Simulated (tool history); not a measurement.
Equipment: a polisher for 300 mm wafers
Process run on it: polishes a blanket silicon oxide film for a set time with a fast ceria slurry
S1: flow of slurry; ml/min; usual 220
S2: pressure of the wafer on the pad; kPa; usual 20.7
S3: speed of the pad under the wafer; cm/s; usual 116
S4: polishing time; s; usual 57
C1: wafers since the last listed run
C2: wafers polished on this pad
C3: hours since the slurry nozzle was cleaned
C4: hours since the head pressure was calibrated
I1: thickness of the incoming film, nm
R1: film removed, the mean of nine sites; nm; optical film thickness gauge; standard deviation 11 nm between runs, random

{"run": 1, "day": 0.0, "S1": 220, "S2": 20.7, "S3": 92, "S4": 57, "C1": 0, "C2": 1738, "C3": 642.9, "C4": 544.3, "I1": 3616.2, "R1": 832.1}
{"run": 2, "day": 1.938, "S1": 220, "S2": 20.7, "S3": 92, "S4": 57, "C1": 748, "C2": 2487, "C3": 689.4, "C4": 590.8, "I1": 3615.8, "R1": 838.5}
{"day": 2.8, "done": "slurry nozzle cleaned"}
{"run": 3, "day": 5.654, "S1": 220, "S2": 20.7, "S3": 92, "S4": 57, "C1": 1420, "C2": 3907, "C3": 68.5, "C4": 680.0, "I1": 3595.6, "R1": 822.2}
{"run": 4, "day": 9.246, "S1": 220, "S2": 20.7, "S3": 124, "S4": 57, "C1": 1388, "C2": 5295, "C3": 154.7, "C4": 766.2, "I1": 3663.8, "R1": 970.2}
{"run": 5, "day": 13.033, "S1": 220, "S2": 20.7, "S3": 124, "S4": 57, "C1": 1463, "C2": 6759, "C3": 245.6, "C4": 857.1, "I1": 3619.0, "R1": 935.3}
{"run": 6, "day": 17.125, "S1": 220, "S2": 20.7, "S3": 116, "S4": 57, "C1": 1581, "C2": 8341, "C3": 343.8, "C4": 955.3, "I1": 3666.5, "R1": 855.1}
{"day": 18.158, "done": "worn pad replaced by a new one"}
{"day": 18.483, "done": "head pressure recalibrated"}
{"run": 7, "day": 20.721, "S1": 220, "S2": 20.7, "S3": 116, "S4": 57, "C1": 1293, "C2": 958, "C3": 430.1, "C4": 53.7, "I1": 3633.9, "R1": 967.9}
{"run": 8, "day": 22.854, "S1": 220, "S2": 20.7, "S3": 116, "S4": 57, "C1": 824, "C2": 1783, "C3": 481.3, "C4": 104.9, "I1": 3677.6, "R1": 960.1}
{"run": 9, "day": 24.583, "S1": 220, "S2": 20.7, "S3": 144, "S4": 57, "C1": 668, "C2": 2451, "C3": 522.8, "C4": 146.4, "I1": 3652.6, "R1": 1097.8}
{"run": 10, "day": 28.921, "S1": 220, "S2": 20.7, "S3": 144, "S4": 57, "C1": 1676, "C2": 4128, "C3": 626.9, "C4": 250.5, "I1": 3608.5, "R1": 1067.3}
{"day": 30.925, "done": "slurry nozzle cleaned"}
{"run": 11, "day": 32.171, "S1": 220, "S2": 17.9, "S3": 116, "S4": 57, "C1": 1240, "C2": 5368, "C3": 29.9, "C4": 328.5, "I1": 3653.4, "R1": 840.9}
{"run": 12, "day": 36.667, "S1": 220, "S2": 20.7, "S3": 116, "S4": 57, "C1": 1737, "C2": 7106, "C3": 137.8, "C4": 436.4, "I1": 3633.9, "R1": 883.3}
{"run": 13, "day": 39.908, "S1": 220, "S2": 20.7, "S3": 116, "S4": 57, "C1": 1252, "C2": 8359, "C3": 215.6, "C4": 514.2, "I1": 3663.2, "R1": 854.7}
{"day": 40.417, "done": "worn pad replaced by a new one"}
{"run": 14, "day": 44.083, "S1": 220, "S2": 20.7, "S3": 116, "S4": 57, "C1": 1549, "C2": 1416, "C3": 315.8, "C4": 614.4, "I1": 3679.3, "R1": 976.4}
{"run": 15, "day": 46.633, "S1": 220, "S2": 20.7, "S3": 116, "S4": 57, "C1": 985, "C2": 2402, "C3": 377.0, "C4": 675.6, "I1": 3627.7, "R1": 948.3}
{"run": 16, "day": 49.983, "S1": 220, "S2": 20.7, "S3": 116, "S4": 57, "C1": 1294, "C2": 3697, "C3": 457.4, "C4": 756.0, "I1": 3691.9, "R1": 947.5}
{"run": 17, "day": 51.921, "S1": 220, "S2": 20.7, "S3": 116, "S4": 57, "C1": 748, "C2": 4445, "C3": 503.9, "C4": 802.5, "I1": 3645.4, "R1": 913.3}
{"day": 54.938, "done": "slurry nozzle cleaned"}
{"day": 55.121, "done": "head pressure recalibrated"}
{"run": 18, "day": 55.775, "S1": 170, "S2": 23.4, "S3": 116, "S4": 57, "C1": 1441, "C2": 5887, "C3": 20.1, "C4": 15.7, "I1": 3684.0, "R1": 944.8}
{"run": 19, "day": 58.4, "S1": 170, "S2": 20.7, "S3": 116, "S4": 57, "C1": 1014, "C2": 6902, "C3": 83.1, "C4": 78.7, "I1": 3696.6, "R1": 862.2}
{"day": 59.858, "done": "worn pad replaced by a new one"}
{"run": 20, "day": 62.142, "S1": 280, "S2": 24.8, "S3": 154, "S4": 51, "C1": 1381, "C2": 882, "C3": 172.9, "C4": 168.5, "I1": 3649.1, "R1": 1234.4}
{"run": 21, "day": 63.708, "S1": 220, "S2": 15.2, "S3": 116, "S4": 57, "C1": 605, "C2": 1487, "C3": 210.5, "C4": 206.1, "I1": 3668.9, "R1": 796.5}
{"run": 22, "day": 75.425, "S1": 220, "S2": 20.7, "S3": 96, "S4": 48, "C1": 4528, "C2": 6016, "C3": 491.7, "C4": 487.3, "I1": 3642.5, "R1": 678.6}
{"run": 23, "day": 77.479, "S1": 220, "S2": 20.7, "S3": 116, "S4": 45, "C1": 793, "C2": 6810, "C3": 541.0, "C4": 536.6, "I1": 3644.7, "R1": 704.2}
{"day": 77.858, "done": "worn pad replaced by a new one"}
{"day": 79.442, "done": "slurry nozzle cleaned"}
{"run": 24, "day": 80.021, "S1": 245, "S2": 20.7, "S3": 136, "S4": 57, "C1": 901, "C2": 820, "C3": 13.9, "C4": 597.6, "I1": 3659.8, "R1": 1107.3}
{"run": 25, "day": 81.608, "S1": 220, "S2": 15.2, "S3": 90, "S4": 57, "C1": 613, "C2": 1434, "C3": 52.0, "C4": 635.7, "I1": 3656.4, "R1": 692.2}
{"run": 26, "day": 84.475, "S1": 250, "S2": 17.9, "S3": 80, "S4": 48, "C1": 1108, "C2": 2542, "C3": 120.8, "C4": 704.5, "I1": 3641.9, "R1": 591.3}
{"run": 27, "day": 86.208, "S1": 220, "S2": 20.7, "S3": 156, "S4": 48, "C1": 669, "C2": 3212, "C3": 162.4, "C4": 746.1, "I1": 3695.8, "R1": 973.9}
{"run": 28, "day": 88.75, "S1": 220, "S2": 20.7, "S3": 116, "S4": 57, "C1": 982, "C2": 4194, "C3": 223.4, "C4": 807.1, "I1": 3670.8, "R1": 948.6}
{"run": 29, "day": 90.746, "S1": 195, "S2": 20.7, "S3": 84, "S4": 49, "C1": 771, "C2": 4965, "C3": 271.3, "C4": 855.0, "I1": 3634.4, "R1": 653.3}
{"run": 30, "day": 92.833, "S1": 275, "S2": 25.5, "S3": 98, "S4": 70, "C1": 806, "C2": 5772, "C3": 321.4, "C4": 905.1, "I1": 3604.9, "R1": 1207.2}
{"run": 31, "day": 95.012, "S1": 220, "S2": 20.7, "S3": 86, "S4": 57, "C1": 842, "C2": 6615, "C3": 373.7, "C4": 957.4, "I1": 3706.4, "R1": 748.7}
{"run": 32, "day": 96.875, "S1": 220, "S2": 20.7, "S3": 116, "S4": 57, "C1": 719, "C2": 7335, "C3": 418.4, "C4": 1002.1, "I1": 3676.2, "R1": 884.9}
{"day": 100.175, "done": "worn pad replaced by a new one"}
{"run": 33, "day": 100.217, "S1": 165, "S2": 16.5, "S3": 116, "S4": 57, "C1": 1227, "C2": 15, "C3": 498.6, "C4": 1082.3, "I1": 3661.8, "R1": 823.7}

Exercise: give the hidden state of the tool at every run:
slurry flow missing at the pad, %: 0 on each run
deviation of the head's pressure from its setpoint, %: 0 on each run
H1: removal rate lost through wear of the pad, %
run=1 H1=2.9
run=2 H1=4.06
run=3 H1=6.29
run=4 H1=8.44
run=5 H1=10.7
run=6 H1=13.2
run=7 H1=2.23
run=8 H1=3.51
run=9 H1=4.54
run=10 H1=7.14
run=11 H1=9.08
run=12 H1=11.8
run=13 H1=13.7
run=14 H1=3.43
run=15 H1=4.96
run=16 H1=6.96
run=17 H1=8.12
run=18 H1=10.4
run=19 H1=12
run=20 H1=2.37
run=21 H1=3.31
run=22 H1=10.3
run=23 H1=11.6
run=24 H1=1.33
run=25 H1=2.28
run=26 H1=3.99
run=27 H1=5.03
run=28 H1=6.55
run=29 H1=7.75
run=30 H1=9
run=31 H1=10.3
run=32 H1=11.4
run=33 H1=1.2

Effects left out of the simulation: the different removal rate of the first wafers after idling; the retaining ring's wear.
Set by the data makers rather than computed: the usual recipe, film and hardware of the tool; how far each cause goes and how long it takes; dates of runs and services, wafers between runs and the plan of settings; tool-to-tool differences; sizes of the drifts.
